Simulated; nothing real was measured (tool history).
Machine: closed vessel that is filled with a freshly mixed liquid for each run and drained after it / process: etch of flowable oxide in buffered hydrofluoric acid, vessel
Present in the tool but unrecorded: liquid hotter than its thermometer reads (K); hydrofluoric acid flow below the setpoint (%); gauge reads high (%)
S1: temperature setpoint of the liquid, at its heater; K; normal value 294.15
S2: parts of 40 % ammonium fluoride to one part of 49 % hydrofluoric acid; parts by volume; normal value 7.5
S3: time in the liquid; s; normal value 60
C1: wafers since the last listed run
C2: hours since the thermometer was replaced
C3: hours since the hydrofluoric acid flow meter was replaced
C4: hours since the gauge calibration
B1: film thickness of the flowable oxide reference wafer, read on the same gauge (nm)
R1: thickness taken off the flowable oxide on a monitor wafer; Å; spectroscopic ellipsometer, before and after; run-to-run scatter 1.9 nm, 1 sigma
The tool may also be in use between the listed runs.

Run 1, hour 0: usual settings; C1 0; C2 100.2; C3 1990.6; C4 585.1; B1 49.98. Result: R1 1849.5 Å.
Run 2, hour 54.3: usual settings; C1 4356; C2 154.5; C3 2044.9; C4 639.4; B1 50. Result: R1 1828.9 Å.
Run 3, hour 263: usual settings; C1 16744; C2 363.2; C3 2253.6; C4 848.1; B1 50.01. Result: R1 1810.9 Å.
Run 4, hour 314.9: usual settings but S1 296.65 K; C1 4164; C2 415.1; C3 2305.5; C4 900; B1 49.96. Result: R1 2106.7 Å.
Run 5, hour 344.8: usual settings but S3 65 s; C1 2398; C2 445; C3 2335.4; C4 929.9; B1 50.01. Result: R1 1975.4 Å.
Run 6, hour 372.2: usual settings; C1 2198; C2 472.4; C3 2362.8; C4 957.3; B1 50.02. Result: R1 1820.9 Å.
Run 7, hour 413.5: usual settings; C1 3313; C2 513.7; C3 2404.1; C4 998.6; B1 50. Result: R1 1792.5 Å.
Run 8, hour 467.5: usual settings but S2 8.5 parts by volume; C1 4332; C2 567.7; C3 2458.1; C4 1052.6; B1 50.02. Result: R1 1606.1 Å.
Run 9, hour 492.8: usual settings; C1 2029; C2 593; C3 2483.4; C4 1077.9; B1 50. Result: R1 1793.3 Å.
Run 10, hour 525.2: usual settings; C1 2599; C2 625.4; C3 2515.8; C4 1110.3; B1 49.99. Result: R1 1799.7 Å.
Run 11, hour 552: usual settings but S1 296.65 K, S2 5.5 parts by volume, S3 35 s; C1 2150; C2 652.2; C3 2542.6; C4 1137.1; B1 49.97. Result: R1 1631.9 Å.
Run 12, hour 582.7: usual settings but S1 296.15 K; C1 2463; C2 682.9; C3 2573.3; C4 1167.8; B1 50.01. Result: R1 2012.8 Å.
At hour 588.8: thermometer replaced.
Run 13, hour 644.9: usual settings but S2 8.5 parts by volume; C1 4910; C2 56.1; C3 2635.5; C4 1230; B1 50.01. Result: R1 1587.1 Å.
At hour 704.6: hydrofluoric acid flow meter replaced.
At hour 738.9: gauge calibrated.
Run 14, hour 802.4: usual settings but S1 290.15 K, S2 9.5 parts by volume, S3 40 s; C1 12556; C2 213.6; C3 97.8; C4 63.5; B1 50.01. Result: R1 853.4 Å.
Run 15, hour 849.1: usual settings but S1 290.65 K, S2 6.5 parts by volume, S3 40 s; C1 3746; C2 260.3; C3 144.5; C4 110.2; B1 50. Result: R1 1268.2 Å.
Run 16, hour 913: usual settings but S1 290.65 K, S2 8.5 parts by volume; C1 5126; C2 324.2; C3 208.4; C4 174.1; B1 49.98. Result: R1 1412.7 Å.
Run 17, hour 964.9: usual settings but S1 290.15 K, S2 9.5 parts by volume; C1 4164; C2 376.1; C3 260.3; C4 226; B1 49.99. Result: R1 1273.6 Å.

Forecast each of these 3 alternatives for the next run:
Run A, hour 965.6: usual settings but S2 9.5 parts by volume; C1 56; C2 376.8; C3 261; C4 226.7; B1 ?. Result: R1 ?.
Run B, hour 965.6: usual settings but S1 291.65 K; C1 56; C2 376.8; C3 261; C4 226.7; B1 ?. Result: R1 ?.
Run C, hour 965.6: usual settings but S1 292.15 K, S2 6.5 parts by volume, S3 35 s; C1 56; C2 376.8; C3 261; C4 226.7; B1 ?. Result: R1 ?.

run  B1      R1
  A  50  1562.2
  B  50  1688.1
  C  50  1171.7
What these runs would have given with no unlogged condition in the tool:
run      R1
  A  1593.1
  B  1745.9
  C  1203.7
